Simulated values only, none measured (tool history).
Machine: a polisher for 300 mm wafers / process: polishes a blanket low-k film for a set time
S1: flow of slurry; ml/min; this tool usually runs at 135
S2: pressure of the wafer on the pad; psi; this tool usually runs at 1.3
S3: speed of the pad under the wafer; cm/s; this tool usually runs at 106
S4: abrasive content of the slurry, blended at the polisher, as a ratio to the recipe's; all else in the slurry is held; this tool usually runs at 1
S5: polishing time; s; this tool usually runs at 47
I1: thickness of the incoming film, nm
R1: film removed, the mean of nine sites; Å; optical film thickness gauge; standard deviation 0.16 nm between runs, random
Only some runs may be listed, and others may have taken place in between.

run	hour	S1	S2	S3	S4	S5	I1	R1
1	0	135	1.3	106	1	54	692.2	147
2	27.6	135	1.3	92	1	47	691	111
# hour 55.9: head pressure recalibrated
3	56.4	135	1.3	92	1	47	681.2	109
4	76.1	135	1.3	92	1	47	675.6	108
5	95.7	135	1.3	106	1	47	694.7	119
# hour 112.4: worn pad replaced by a new one
6	113.3	135	1.3	106	1	47	683.1	125
# hour 123.7: conditioning disc replaced and pad reconditioned
7	127.7	135	1.3	106	1	47	681.5	125
8	142	135	1.3	106	1	47	692.9	120
# hour 173.4: slurry nozzle cleaned
9	174.5	135	1.3	106	1	47	681.3	119
10	206	135	1.3	106	1	47	671.5	120
11	221.8	135	1.3	106	1	50	679.5	127
# hour 233: slurry blender recalibrated
12	239.6	95	1.3	106	1	47	673	123
# hour 261.9: worn pad replaced by a new one
13	274.4	135	1.3	106	0.7	41	691	102
14	309.9	135	1.3	106	1	47	687.6	128
15	328.5	135	1.3	106	1	50	667.7	133

Run 16 comes next. What will it give?
16	343	100	1.3	106	0.9	47	684.1	?

R1: 115 Å
Minus the tool's unlogged condition, the same run would have read R1 130 Å.
